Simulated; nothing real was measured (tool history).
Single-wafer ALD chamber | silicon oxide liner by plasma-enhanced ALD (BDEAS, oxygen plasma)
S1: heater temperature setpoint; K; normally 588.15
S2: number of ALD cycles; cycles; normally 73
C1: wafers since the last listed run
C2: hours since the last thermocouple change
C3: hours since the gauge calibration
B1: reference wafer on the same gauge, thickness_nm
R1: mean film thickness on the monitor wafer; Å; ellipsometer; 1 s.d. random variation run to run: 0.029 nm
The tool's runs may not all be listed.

{"run": 1, "day": 0.0, "S1": 588.15, "S2": 73, "C1": 0, "C2": 474.2, "C3": 616.5, "B1": 6.663, "R1": 63.08}
{"run": 2, "day": 1.225, "S1": 588.15, "S2": 73, "C1": 123, "C2": 503.6, "C3": 645.9, "B1": 6.653, "R1": 62.99}
{"run": 3, "day": 2.192, "S1": 588.15, "S2": 73, "C1": 97, "C2": 526.8, "C3": 669.1, "B1": 6.643, "R1": 63.66}
{"run": 4, "day": 2.85, "S1": 588.15, "S2": 73, "C1": 66, "C2": 542.6, "C3": 684.9, "B1": 6.652, "R1": 63.38}
{"day": 3.658, "done": "gauge calibrated"}
{"run": 5, "day": 4.129, "S1": 588.15, "S2": 73, "C1": 129, "C2": 573.3, "C3": 11.3, "B1": 6.643, "R1": 63.09}
{"run": 6, "day": 4.788, "S1": 588.15, "S2": 73, "C1": 66, "C2": 589.1, "C3": 27.1, "B1": 6.647, "R1": 63.45}
{"run": 7, "day": 8.962, "S1": 588.15, "S2": 73, "C1": 422, "C2": 689.3, "C3": 127.3, "B1": 6.649, "R1": 63.46}
{"run": 8, "day": 9.662, "S1": 588.15, "S2": 73, "C1": 70, "C2": 706.1, "C3": 144.1, "B1": 6.646, "R1": 63.12}
{"run": 9, "day": 10.408, "S1": 588.15, "S2": 73, "C1": 75, "C2": 724.0, "C3": 162.0, "B1": 6.652, "R1": 63.32}
{"run": 10, "day": 11.042, "S1": 588.15, "S2": 73, "C1": 64, "C2": 739.2, "C3": 177.2, "B1": 6.647, "R1": 63.15}
{"run": 11, "day": 12.096, "S1": 588.15, "S2": 73, "C1": 106, "C2": 764.5, "C3": 202.5, "B1": 6.649, "R1": 63.14}
{"run": 12, "day": 13.546, "S1": 588.15, "S2": 68, "C1": 146, "C2": 799.3, "C3": 237.3, "B1": 6.648, "R1": 58.81}
{"run": 13, "day": 14.933, "S1": 588.15, "S2": 77, "C1": 140, "C2": 832.6, "C3": 270.6, "B1": 6.647, "R1": 66.99}
{"run": 14, "day": 15.796, "S1": 588.15, "S2": 77, "C1": 87, "C2": 853.3, "C3": 291.3, "B1": 6.638, "R1": 67.0}
{"run": 15, "day": 16.429, "S1": 588.15, "S2": 73, "C1": 64, "C2": 868.5, "C3": 306.5, "B1": 6.646, "R1": 63.08}
{"run": 16, "day": 17.725, "S1": 588.15, "S2": 73, "C1": 131, "C2": 899.6, "C3": 337.6, "B1": 6.646, "R1": 63.24}
{"run": 17, "day": 18.871, "S1": 588.15, "S2": 73, "C1": 115, "C2": 927.1, "C3": 365.1, "B1": 6.642, "R1": 63.15}
{"run": 18, "day": 19.733, "S1": 588.15, "S2": 73, "C1": 87, "C2": 947.8, "C3": 385.8, "B1": 6.646, "R1": 63.25}
{"run": 19, "day": 20.288, "S1": 588.15, "S2": 73, "C1": 56, "C2": 961.1, "C3": 399.1, "B1": 6.65, "R1": 63.34}
{"run": 20, "day": 21.229, "S1": 588.15, "S2": 73, "C1": 95, "C2": 983.7, "C3": 421.7, "B1": 6.653, "R1": 63.72}
{"run": 21, "day": 22.712, "S1": 588.15, "S2": 62, "C1": 150, "C2": 1019.3, "C3": 457.3, "B1": 6.647, "R1": 53.68}
{"run": 22, "day": 26.033, "S1": 588.15, "S2": 62, "C1": 336, "C2": 1099.0, "C3": 537.0, "B1": 6.658, "R1": 54.17}
{"run": 23, "day": 29.696, "S1": 588.15, "S2": 73, "C1": 370, "C2": 1186.9, "C3": 624.9, "B1": 6.646, "R1": 62.72}
{"run": 24, "day": 31.104, "S1": 579.15, "S2": 83, "C1": 142, "C2": 1220.7, "C3": 658.7, "B1": 6.643, "R1": 73.8}
{"run": 25, "day": 31.629, "S1": 588.15, "S2": 64, "C1": 53, "C2": 1233.3, "C3": 671.3, "B1": 6.646, "R1": 55.54}
{"day": 32.612, "done": "gauge calibrated"}
{"day": 33.15, "done": "thermocouple changed; heater temperature recalibrated"}
{"run": 26, "day": 33.171, "S1": 596.15, "S2": 87, "C1": 122, "C2": 0.5, "C3": 13.4, "B1": 6.652, "R1": 74.35}
{"run": 27, "day": 33.504, "S1": 574.15, "S2": 67, "C1": 33, "C2": 8.5, "C3": 21.4, "B1": 6.652, "R1": 59.59}
{"run": 28, "day": 34.504, "S1": 583.15, "S2": 66, "C1": 101, "C2": 32.5, "C3": 45.4, "B1": 6.649, "R1": 57.47}
{"run": 29, "day": 35.833, "S1": 588.15, "S2": 73, "C1": 134, "C2": 64.4, "C3": 77.3, "B1": 6.657, "R1": 63.57}
{"run": 30, "day": 37.296, "S1": 588.15, "S2": 66, "C1": 148, "C2": 99.5, "C3": 112.4, "B1": 6.649, "R1": 57.26}
{"run": 31, "day": 38.092, "S1": 588.15, "S2": 73, "C1": 80, "C2": 118.6, "C3": 131.5, "B1": 6.649, "R1": 63.24}
{"run": 32, "day": 39.125, "S1": 588.15, "S2": 73, "C1": 104, "C2": 143.4, "C3": 156.3, "B1": 6.654, "R1": 63.09}
{"run": 33, "day": 40.567, "S1": 577.15, "S2": 64, "C1": 145, "C2": 178.0, "C3": 190.9, "B1": 6.649, "R1": 56.51}
{"run": 34, "day": 41.746, "S1": 602.15, "S2": 60, "C1": 119, "C2": 206.3, "C3": 219.2, "B1": 6.648, "R1": 50.85}
{"run": 35, "day": 43.858, "S1": 588.15, "S2": 73, "C1": 213, "C2": 257.0, "C3": 269.9, "B1": 6.643, "R1": 63.35}
{"run": 36, "day": 45.029, "S1": 588.15, "S2": 59, "C1": 118, "C2": 285.1, "C3": 298.0, "B1": 6.643, "R1": 51.17}
{"run": 37, "day": 46.308, "S1": 588.15, "S2": 73, "C1": 129, "C2": 315.8, "C3": 328.7, "B1": 6.649, "R1": 63.29}
{"run": 38, "day": 47.079, "S1": 588.15, "S2": 59, "C1": 78, "C2": 334.3, "C3": 347.2, "B1": 6.648, "R1": 50.58}
{"run": 39, "day": 48.546, "S1": 588.15, "S2": 73, "C1": 148, "C2": 369.5, "C3": 382.4, "B1": 6.65, "R1": 63.82}
{"run": 40, "day": 49.738, "S1": 588.15, "S2": 73, "C1": 120, "C2": 398.1, "C3": 411.0, "B1": 6.641, "R1": 63.76}
{"run": 41, "day": 50.671, "S1": 592.15, "S2": 61, "C1": 94, "C2": 420.5, "C3": 433.4, "B1": 6.65, "R1": 52.81}
{"run": 42, "day": 51.25, "S1": 588.15, "S2": 84, "C1": 58, "C2": 434.4, "C3": 447.3, "B1": 6.651, "R1": 72.86}
{"run": 43, "day": 52.225, "S1": 584.15, "S2": 62, "C1": 98, "C2": 457.8, "C3": 470.7, "B1": 6.642, "R1": 54.0}
{"run": 44, "day": 53.158, "S1": 575.15, "S2": 79, "C1": 94, "C2": 480.2, "C3": 493.1, "B1": 6.652, "R1": 70.04}
{"run": 45, "day": 54.183, "S1": 578.15, "S2": 79, "C1": 103, "C2": 504.8, "C3": 517.7, "B1": 6.656, "R1": 69.82}
{"run": 46, "day": 55.354, "S1": 576.15, "S2": 73, "C1": 118, "C2": 532.9, "C3": 545.8, "B1": 6.648, "R1": 64.02}
{"run": 47, "day": 56.642, "S1": 593.15, "S2": 73, "C1": 130, "C2": 563.8, "C3": 576.7, "B1": 6.656, "R1": 63.16}

How the hidden state differs across the entries between the runs, from the last listed run before each to the first after it:
Between runs 4 and 5: gauge calibrated (day 3.658)
  both runs share identical hidden conditions
Between runs 25 and 26: gauge calibrated (day 32.612); thermocouple changed; heater temperature recalibrated (day 33.150)
  both runs share identical hidden conditions
